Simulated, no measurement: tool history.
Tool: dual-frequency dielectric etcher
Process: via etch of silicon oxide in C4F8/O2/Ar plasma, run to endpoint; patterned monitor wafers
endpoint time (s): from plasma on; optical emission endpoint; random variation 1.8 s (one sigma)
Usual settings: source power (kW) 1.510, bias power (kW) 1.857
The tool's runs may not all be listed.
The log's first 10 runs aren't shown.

run,hour,source power (kW),bias power (kW),wafers since the last listed run,hours since the last wet clean,hours since the last source power generator calibration,hours since the last bias power generator calibration,hours since the last upper electrode change,"incoming incoming film thickness, nm",endpoint time (s)
11,498.3,1.510,2.085,80,18.7,4589.6,3826.9,3148.0,2128.6,485.5
12,538.9,1.510,1.857,179,59.3,4630.2,3867.5,3188.6,2115.4,498.5
13,606.3,1.510,1.857,298,126.7,4697.6,3934.9,3256.0,2101.3,497.5
# hour 627.9: bias power generator calibrated
14,672.9,1.510,1.857,277,193.3,4764.2,45.0,3322.6,2102.0,499.2
15,737.3,1.510,1.857,285,257.7,4828.6,109.4,3387.0,2122.7,506.5
16,781.4,1.510,1.857,195,301.8,4872.7,153.5,3431.1,2133.2,514.0
17,810.2,1.730,1.692,127,330.6,4901.5,182.3,3459.9,2110.7,487.0
18,871.8,1.510,1.857,272,392.2,4963.1,243.9,3521.5,2135.2,517.9
# hour 885.1: source power generator calibrated
19,924.8,1.840,1.857,217,445.2,39.7,296.9,3574.5,2107.1,476.9
# hour 970.1: wet clean of the chamber
20,984.7,1.510,1.460,159,14.6,99.6,356.8,3634.4,2118.0,522.0
# hour 1031.4: upper electrode replaced
21,1031.9,1.250,2.311,102,61.8,146.8,404.0,0.5,2114.5,508.0
22,1045.5,1.740,2.132,60,75.4,160.4,417.6,14.1,2111.0,450.9
23,1087.0,1.720,1.857,183,116.9,201.9,459.1,55.6,2115.2,473.5
24,1120.6,1.190,1.502,148,150.5,235.5,492.7,89.2,2105.7,577.0
25,1173.4,1.510,1.857,233,203.3,288.3,545.5,142.0,2113.1,502.6
26,1211.7,1.510,1.857,169,241.6,326.6,583.8,180.3,2098.7,499.4
27,1236.8,1.510,1.857,111,266.7,351.7,608.9,205.4,2118.0,504.4
28,1278.8,1.510,1.857,186,308.7,393.7,650.9,247.4,2124.9,511.7
29,1303.1,1.610,1.402,107,333.0,418.0,675.2,271.7,2086.9,521.0
30,1333.8,1.380,2.008,135,363.7,448.7,705.9,302.4,2119.7,523.6
# hour 1402.3: wet clean of the chamber
31,1402.8,1.700,2.234,199,0.5,517.7,774.9,371.4,2110.3,447.9
32,1428.1,1.510,1.857,112,25.8,543.0,800.2,396.7,2113.1,497.0
33,1476.4,1.150,1.552,213,74.1,591.3,848.5,445.0,2110.0,585.7

Forecast each of these 3 alternatives for the next run:
A,1476.9,1.510,1.857,2,74.6,591.8,849.0,445.5,2099.2,?
B,1476.9,1.510,1.739,2,74.6,591.8,849.0,445.5,2099.2,?
C,1476.9,1.510,2.174,2,74.6,591.8,849.0,445.5,2099.2,?

run,endpoint time (s)
A,493.8
B,501.5
C,475.2
Without the tool's hidden state the same runs would have given:
run,endpoint time (s)
A,486.8
B,494.4
C,468.4
